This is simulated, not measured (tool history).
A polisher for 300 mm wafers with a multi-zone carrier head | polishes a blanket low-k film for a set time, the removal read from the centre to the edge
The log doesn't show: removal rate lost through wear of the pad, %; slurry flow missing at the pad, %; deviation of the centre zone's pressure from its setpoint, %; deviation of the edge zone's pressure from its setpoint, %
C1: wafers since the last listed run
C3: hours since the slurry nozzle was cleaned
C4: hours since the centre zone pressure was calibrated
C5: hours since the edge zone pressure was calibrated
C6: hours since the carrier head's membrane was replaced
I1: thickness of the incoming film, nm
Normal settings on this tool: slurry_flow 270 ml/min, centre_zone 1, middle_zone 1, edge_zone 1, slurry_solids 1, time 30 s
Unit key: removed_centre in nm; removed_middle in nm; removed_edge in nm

Run 1, hour 0: usual settings but edge_zone 0.91; C1 0; wafers polished on this pad 4770; C3 189.7; C4 720.3; C5 1070.5; C6 152.3; I1 665.7. Result: removed_centre 9.7 nm, removed_middle 9.6 nm, removed_edge 9.4 nm.
Run 2, hour 87.5: usual settings but edge_zone 0.91; C1 1285; wafers polished on this pad 6055; C3 277.2; C4 807.8; C5 1158; C6 239.8; I1 666.9. Result: removed_centre 9.7 nm, removed_middle 9.2 nm, removed_edge 9.2 nm.
At hour 144.1: worn pad replaced by a new one.
Run 3, hour 182.5: usual settings but centre_zone 0.95; C1 1336; wafers polished on this pad 564; C3 372.2; C4 902.8; C5 1253; C6 334.8; I1 665.5. Result: removed_centre 9.1 nm, removed_middle 9.2 nm, removed_edge 9.7 nm.
Run 4, hour 248.6: usual settings but centre_zone 0.95; C1 970; wafers polished on this pad 1534; C3 438.3; C4 968.9; C5 1319.1; C6 400.9; I1 671.9. Result: removed_centre 9 nm, removed_middle 9.2 nm, removed_edge 9.7 nm.
Run 5, hour 300.9: usual settings but edge_zone 1.04; C1 768; wafers polished on this pad 2303; C3 490.6; C4 1021.2; C5 1371.4; C6 453.2; I1 665.7. Result: removed_centre 9.2 nm, removed_middle 9.1 nm, removed_edge 9.8 nm.
Run 6, hour 396.5: usual settings but middle_zone 0.95, time 26 s; C1 1404; wafers polished on this pad 3707; C3 586.2; C4 1116.8; C5 1467; C6 548.8; I1 672. Result: removed_centre 8 nm, removed_middle 7.3 nm, removed_edge 8.3 nm.
At hour 405.5: slurry nozzle cleaned.
At hour 430.9: edge zone pressure recalibrated.
Run 7, hour 443.3: usual settings but slurry_solids 1.2, time 34 s; C1 643; wafers polished on this pad 4350; C3 37.8; C4 1163.6; C5 12.4; C6 595.6; I1 663.9. Result: removed_centre 13.2 nm, removed_middle 13 nm, removed_edge 13.2 nm.
Run 8, hour 499.7: usual settings; C1 828; wafers polished on this pad 5178; C3 94.2; C4 1220; C5 68.8; C6 652; I1 674. Result: removed_centre 10.2 nm, removed_middle 10 nm, removed_edge 10.5 nm.
At hour 524: centre zone pressure recalibrated.
Run 9, hour 538.6: usual settings; C1 541; wafers polished on this pad 5720; C3 133.1; C4 14.6; C5 107.7; C6 690.9; I1 667.1. Result: removed_centre 10.6 nm, removed_middle 9.9 nm, removed_edge 9.9 nm.
Run 10, hour 592.4: usual settings but slurry_flow 340 ml/min, time 27 s; C1 790; wafers polished on this pad 6511; C3 186.9; C4 68.4; C5 161.5; C6 744.7; I1 656.8. Result: removed_centre 9.7 nm, removed_middle 9.1 nm, removed_edge 9.4 nm.
Run 11, hour 698.6: usual settings; C1 1559; wafers polished on this pad 8071; C3 293.1; C4 174.6; C5 267.7; C6 850.9; I1 680.1. Result: removed_centre 10.2 nm, removed_middle 9.5 nm, removed_edge 10 nm.
At hour 708.7: worn pad replaced by a new one.
Run 12, hour 767.8: usual settings but middle_zone 1.05, slurry_solids 1.1; C1 957; wafers polished on this pad 867; C3 362.3; C4 243.8; C5 336.9; C6 920.1; I1 663.8. Result: removed_centre 10.2 nm, removed_middle 10.8 nm, removed_edge 10.5 nm.
At hour 778.7: carrier head's membrane replaced by a new one.
Run 13, hour 835.1: usual settings; C1 915; wafers polished on this pad 1782; C3 429.6; C4 311.1; C5 404.2; C6 56.4; I1 675.2. Result: removed_centre 9.8 nm, removed_middle 9.4 nm, removed_edge 9.8 nm.
At hour 876.7: slurry nozzle cleaned.
Run 14, hour 881.2: usual settings but slurry_flow 240 ml/min, middle_zone 0.95; C1 662; wafers polished on this pad 2444; C3 4.5; C4 357.2; C5 450.3; C6 102.5; I1 675.9. Result: removed_centre 10.4 nm, removed_middle 9.7 nm, removed_edge 10.3 nm.
Run 15, hour 963.2: usual settings but time 37 s; C1 1204; wafers polished on this pad 3649; C3 86.5; C4 439.2; C5 532.3; C6 184.5; I1 662.6. Result: removed_centre 12.6 nm, removed_middle 12.4 nm, removed_edge 12.7 nm.
Run 16, hour 1054.9: usual settings; C1 1346; wafers polished on this pad 4996; C3 178.2; C4 530.9; C5 624; C6 276.2; I1 666.6. Result: removed_centre 10.4 nm, removed_middle 9.8 nm, removed_edge 10.1 nm.
Run 17, hour 1147.3: usual settings but edge_zone 0.91; C1 1357; wafers polished on this pad 6353; C3 270.6; C4 623.3; C5 716.4; C6 368.6; I1 670.2. Result: removed_centre 9.9 nm, removed_middle 9.6 nm, removed_edge 9.6 nm.
At hour 1161.9: worn pad replaced by a new one.
Run 18, hour 1190.4: usual settings but middle_zone 1.1, edge_zone 1.12; C1 574; wafers polished on this pad 418; C3 313.7; C4 666.4; C5 759.5; C6 411.7; I1 661.4. Result: removed_centre 9.7 nm, removed_middle 10.3 nm, removed_edge 10.2 nm.
Run 19, hour 1267.7: usual settings but centre_zone 1.1, middle_zone 1.05, slurry_solids 1.3, time 24 s; C1 1135; wafers polished on this pad 1553; C3 391; C4 743.7; C5 836.8; C6 489; I1 677.7. Result: removed_centre 10.2 nm, removed_middle 9.1 nm, removed_edge 9.2 nm.
Run 20, hour 1356.4: usual settings but middle_zone 1.07; C1 1302; wafers polished on this pad 2856; C3 479.7; C4 832.4; C5 925.5; C6 577.7; I1 672.4. Result: removed_centre 9.7 nm, removed_middle 9.9 nm, removed_edge 9.8 nm.
At hour 1386: slurry nozzle cleaned.
Run 21, hour 1397.9: usual settings; C1 594; wafers polished on this pad 3451; C3 11.9; C4 873.9; C5 967; C6 619.2; I1 661.9. Result: removed_centre 10.9 nm, removed_middle 10.3 nm, removed_edge 10.6 nm.
Run 22, hour 1439: usual settings but edge_zone 0.95; C1 603; wafers polished on this pad 4055; C3 53; C4 915; C5 1008.1; C6 660.3; I1 666.4. Result: removed_centre 10.5 nm, removed_middle 10 nm, removed_edge 10.1 nm.

Hidden condition of the tool, last listed run before each entry between runs versus first listed run after:
Between runs 2 and 3: worn pad replaced by a new one (hour 144.1)
  slurry flow missing at the pad, %: 42.6 -> 46.2
  measured value less the no-hidden-state value, removed_centre: -1.1 -> -1.2 nm; removed_middle: -0.9 -> -1.1 nm; removed_edge: -0.7 -> -0.9 nm
Between runs 6 and 7: slurry nozzle cleaned (hour 405.5); edge zone pressure recalibrated (hour 430.9)
  slurry flow missing at the pad, %: 49.7 -> 8.97
  measured value less the no-hidden-state value, removed_centre: -1.3 -> -0.1 nm; removed_middle: -1 -> -0.1 nm; removed_edge: -0.8 -> -0.1 nm
Between runs 8 and 9: centre zone pressure recalibrated (hour 524)
  slurry flow missing at the pad, %: 18.3 -> 23.2
  measured value less the no-hidden-state value, removed_centre: -0.3 -> -0.4 nm; removed_middle: -0.3 -> -0.4 nm; removed_edge: -0.2 -> -0.3 nm
Between runs 11 and 12: worn pad replaced by a new one (hour 708.7)
  slurry flow missing at the pad, %: 35 -> 37.6
  measured value less the no-hidden-state value, removed_centre: -0.8 -> -0.9 nm; removed_middle: -0.7 -> -0.8 nm; removed_edge: -0.5 -> -0.6 nm
Between runs 12 and 13: carrier head's membrane replaced by a new one (hour 778.7)
  slurry flow missing at the pad, %: 37.6 -> 39.3
  measured value less the no-hidden-state value, removed_centre: -0.9 -> -1 nm; removed_middle: -0.8 -> -0.8 nm; removed_edge: -0.6 -> -0.6 nm
Between runs 13 and 14: slurry nozzle cleaned (hour 876.7)
  slurry flow missing at the pad, %: 39.3 -> 4.65
  measured value less the no-hidden-state value, removed_centre: -1 -> +0 nm; removed_middle: -0.8 -> -0.1 nm; removed_edge: -0.6 -> -0.1 nm
Between runs 17 and 18: worn pad replaced by a new one (hour 1161.9)
  slurry flow missing at the pad, %: 36.7 -> 38.7
  measured value less the no-hidden-state value, removed_centre: -0.9 -> -0.9 nm; removed_middle: -0.7 -> -0.9 nm; removed_edge: -0.5 -> -0.7 nm
Between runs 20 and 21: slurry nozzle cleaned (hour 1386)
  slurry flow missing at the pad, %: 43 -> 5.5
  measured value less the no-hidden-state value, removed_centre: -1.1 -> -0.1 nm; removed_middle: -1 -> -0.1 nm; removed_edge: -0.7 -> +0 nm
